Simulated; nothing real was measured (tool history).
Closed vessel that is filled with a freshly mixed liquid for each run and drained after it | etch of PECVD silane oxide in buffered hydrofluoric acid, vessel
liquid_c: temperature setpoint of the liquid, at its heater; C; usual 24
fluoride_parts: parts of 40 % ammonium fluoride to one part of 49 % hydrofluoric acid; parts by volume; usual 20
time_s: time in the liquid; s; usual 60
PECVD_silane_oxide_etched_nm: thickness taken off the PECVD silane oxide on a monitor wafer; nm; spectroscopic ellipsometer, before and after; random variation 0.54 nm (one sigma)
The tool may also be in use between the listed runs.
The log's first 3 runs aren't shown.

run	hour	liquid_c	fluoride_parts	time_s	wafers since the last listed run	hours since the thermometer was replaced	hours since the hydrofluoric acid flow meter was replaced	hours since the gauge calibration	read-back film thickness of the PECVD silane oxide reference wafer, read on the same gauge (nm)	PECVD_silane_oxide_etched_nm
4	297.6	24	20	60	12288	604.8	1197.7	874.9	70.01	106.87
5	390.7	24	20	60	11172	697.9	1290.8	968	69.98	106.27
# hour 397.8: thermometer replaced
6	432.5	21	20	60	4896	34.7	1332.6	1009.8	70.01	92.27
7	522.4	21	20	60	10788	124.6	1422.5	1099.7	70.02	92.07
8	569.2	27	20	75	5616	171.4	1469.3	1146.5	70.05	160.13
9	653.9	27	20	75	10164	256.1	1554	1231.2	69.93	159.75
10	720.7	27	20	75	8016	322.9	1620.8	1298	70.04	158.49
11	770.6	24	20	60	5988	372.8	1670.7	1347.9	70.05	108.02
12	809	24	20	60	4608	411.2	1709.1	1386.3	70.03	107.58
13	847.4	24	20	80	4608	449.6	1747.5	1424.7	70.03	143.65
14	943.3	24	24.5	60	11508	545.5	1843.4	1520.6	69.99	92.64
15	1015.3	26.5	17	70	8640	617.5	1915.4	1592.6	70.07	167.67
16	1106.4	24	20	90	10932	708.6	2006.5	1683.7	69.97	156.42
# hour 1140.8: thermometer replaced
17	1164.6	26.5	25	60	6864	23.8	2064.7	1741.9	69.99	109.16
# hour 1208.9: hydrofluoric acid flow meter replaced
18	1212.5	27	15	60	5628	71.7	3.6	1789.8	70.01	170.93
19	1291.8	22	23	30	9516	151	82.9	1869.1	69.96	44.72
20	1360.4	24	20	60	8232	219.6	151.5	1937.7	70.02	110.36
# hour 1378.3: gauge calibrated
21	1427.3	21.5	13	50	8028	286.5	218.4	49	70	120.67

Run 22 comes next. What will it give?
22	1475.9	28	20	60	5832	335.1	267	97.6	?	?

{"run 22": {"read-back film thickness of the PECVD silane oxide reference wafer, read on the same gauge (nm)": 70.01, "PECVD_silane_oxide_etched_nm": 134.58}}
Without the tool's hidden state the same run would have given PECVD_silane_oxide_etched_nm 137.42 nm.
